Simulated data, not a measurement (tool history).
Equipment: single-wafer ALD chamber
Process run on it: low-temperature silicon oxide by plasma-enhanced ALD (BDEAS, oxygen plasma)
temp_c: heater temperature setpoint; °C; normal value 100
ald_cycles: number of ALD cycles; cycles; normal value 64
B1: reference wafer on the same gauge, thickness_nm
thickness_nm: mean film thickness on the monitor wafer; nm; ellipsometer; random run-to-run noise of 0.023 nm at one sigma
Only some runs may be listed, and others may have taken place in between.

{"run": 1, "day": 0.0, "temp_c": 100, "ald_cycles": 64, "B1": 7.812, "thickness_nm": 9.016}
{"run": 2, "day": 0.746, "temp_c": 100, "ald_cycles": 64, "B1": 7.81, "thickness_nm": 9.034}
{"run": 3, "day": 2.004, "temp_c": 100, "ald_cycles": 64, "B1": 7.811, "thickness_nm": 9.074}
{"run": 4, "day": 3.175, "temp_c": 100, "ald_cycles": 64, "B1": 7.813, "thickness_nm": 9.05}
{"run": 5, "day": 3.8, "temp_c": 100, "ald_cycles": 67, "B1": 7.807, "thickness_nm": 9.439}
{"run": 6, "day": 4.404, "temp_c": 100, "ald_cycles": 67, "B1": 7.814, "thickness_nm": 9.41}
{"run": 7, "day": 5.533, "temp_c": 100, "ald_cycles": 67, "B1": 7.81, "thickness_nm": 9.46}
{"run": 8, "day": 6.538, "temp_c": 100, "ald_cycles": 64, "B1": 7.809, "thickness_nm": 9.04}
{"run": 9, "day": 7.942, "temp_c": 100, "ald_cycles": 64, "B1": 7.815, "thickness_nm": 9.029}
{"run": 10, "day": 9.312, "temp_c": 85, "ald_cycles": 64, "B1": 7.808, "thickness_nm": 9.438}
{"day": 13.321, "done": "gauge calibrated"}
{"run": 11, "day": 13.7, "temp_c": 88, "ald_cycles": 57, "B1": 7.809, "thickness_nm": 8.363}
{"run": 12, "day": 14.275, "temp_c": 92, "ald_cycles": 64, "B1": 7.813, "thickness_nm": 9.279}
{"run": 13, "day": 15.367, "temp_c": 86, "ald_cycles": 64, "B1": 7.808, "thickness_nm": 9.436}
{"run": 14, "day": 19.367, "temp_c": 107, "ald_cycles": 74, "B1": 7.812, "thickness_nm": 10.366}
{"day": 20.667, "done": "thermocouple changed; heater temperature recalibrated"}
{"run": 15, "day": 20.688, "temp_c": 94, "ald_cycles": 55, "B1": 7.809, "thickness_nm": 7.903}
{"run": 16, "day": 21.879, "temp_c": 110, "ald_cycles": 55, "B1": 7.811, "thickness_nm": 7.623}
{"run": 17, "day": 23.133, "temp_c": 88, "ald_cycles": 69, "B1": 7.808, "thickness_nm": 10.081}
{"run": 18, "day": 23.942, "temp_c": 100, "ald_cycles": 64, "B1": 7.811, "thickness_nm": 9.056}
{"run": 19, "day": 26.925, "temp_c": 100, "ald_cycles": 64, "B1": 7.809, "thickness_nm": 9.062}

What the log doesn't show, run by run:
wafer temperature above the value expected at the setpoint (K): 0 across all the runs
gauge reads high (%): 0 across all the runs

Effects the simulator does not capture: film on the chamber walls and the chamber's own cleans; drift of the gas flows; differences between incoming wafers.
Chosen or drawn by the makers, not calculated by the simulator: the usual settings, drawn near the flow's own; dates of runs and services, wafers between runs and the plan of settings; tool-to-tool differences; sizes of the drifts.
